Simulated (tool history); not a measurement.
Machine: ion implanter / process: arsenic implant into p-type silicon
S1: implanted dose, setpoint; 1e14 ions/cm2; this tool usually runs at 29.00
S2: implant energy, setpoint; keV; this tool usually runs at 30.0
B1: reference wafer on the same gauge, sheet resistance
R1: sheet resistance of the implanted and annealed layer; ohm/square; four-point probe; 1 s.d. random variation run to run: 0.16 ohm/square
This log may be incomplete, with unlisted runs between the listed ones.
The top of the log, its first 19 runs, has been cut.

Run 20, hour 471.4: usual settings but S1 20.51 1e14 ions/cm2, S2 23.0 keV; B1 115.00. Result: R1 129.11 ohm/square.
Run 21, hour 494.6: usual settings; B1 115.02. Result: R1 108.09 ohm/square.
Run 22, hour 530.5: usual settings; B1 115.02. Result: R1 108.27 ohm/square.
At hour 564.8: Faraday cup replaced and dose calibrated.
Run 23, hour 565.2: usual settings; B1 115.00. Result: R1 107.45 ohm/square.
Run 24, hour 592.2: usual settings; B1 114.97. Result: R1 107.31 ohm/square.
At hour 621.7: extraction supply calibrated.
Run 25, hour 622.2: usual settings; B1 115.00. Result: R1 104.88 ohm/square.
Run 26, hour 642.7: usual settings but S1 25.17 1e14 ions/cm2, S2 37.0 keV; B1 114.97. Result: R1 95.34 ohm/square.
Run 27, hour 678.3: usual settings but S1 26.41 1e14 ions/cm2; B1 115.01. Result: R1 105.97 ohm/square.
Run 28, hour 699.8: usual settings but S2 23.5 keV; B1 114.98. Result: R1 119.57 ohm/square.
Run 29, hour 719.4: usual settings but S1 31.37 1e14 ions/cm2, S2 34.0 keV; B1 114.95. Result: R1 96.88 ohm/square.
Run 30, hour 740.6: usual settings but S1 24.50 1e14 ions/cm2, S2 21.0 keV; B1 115.02. Result: R1 129.54 ohm/square.
Run 31, hour 762.0: usual settings but S2 21.0 keV; B1 114.99. Result: R1 127.09 ohm/square.
Run 32, hour 788.4: usual settings but S1 24.32 1e14 ions/cm2, S2 20.0 keV; B1 114.96. Result: R1 132.44 ohm/square.
Run 33, hour 802.2: usual settings but S1 25.83 1e14 ions/cm2, S2 21.5 keV; B1 115.00. Result: R1 127.05 ohm/square.
Run 34, hour 837.2: usual settings; B1 115.01. Result: R1 104.75 ohm/square.
Run 35, hour 859.0: usual settings but S1 35.09 1e14 ions/cm2, S2 27.5 keV; B1 114.99. Result: R1 108.11 ohm/square.
Run 36, hour 878.5: usual settings but S1 23.73 1e14 ions/cm2, S2 37.5 keV; B1 115.02. Result: R1 95.46 ohm/square.
Run 37, hour 908.1: usual settings but S2 32.5 keV; B1 115.05. Result: R1 100.64 ohm/square.

4 options for the next run, each taken on its own from the tool as it stands now. Forecast them:
Run A, hour 908.5: usual settings but S1 35.88 1e14 ions/cm2; B1 ?. Result: R1 ?.
Run B, hour 908.5: usual settings but S2 38.5 keV; B1 ?. Result: R1 ?.
Run C, hour 908.5: usual settings but S1 33.73 1e14 ions/cm2, S2 27.0 keV; B1 ?. Result: R1 ?.
Run D, hour 908.5: usual settings but S1 31.94 1e14 ions/cm2, S2 38.0 keV; B1 ?. Result: R1 ?.

run      B1      R1
  A  114.99  102.89
  B  114.99   91.55
  C  114.99  109.82
  D  114.99   91.10
Without the tool's unlogged condition, the same runs would have read:
run      R1
  A  102.58
  B   91.21
  C  109.51
  D   90.78
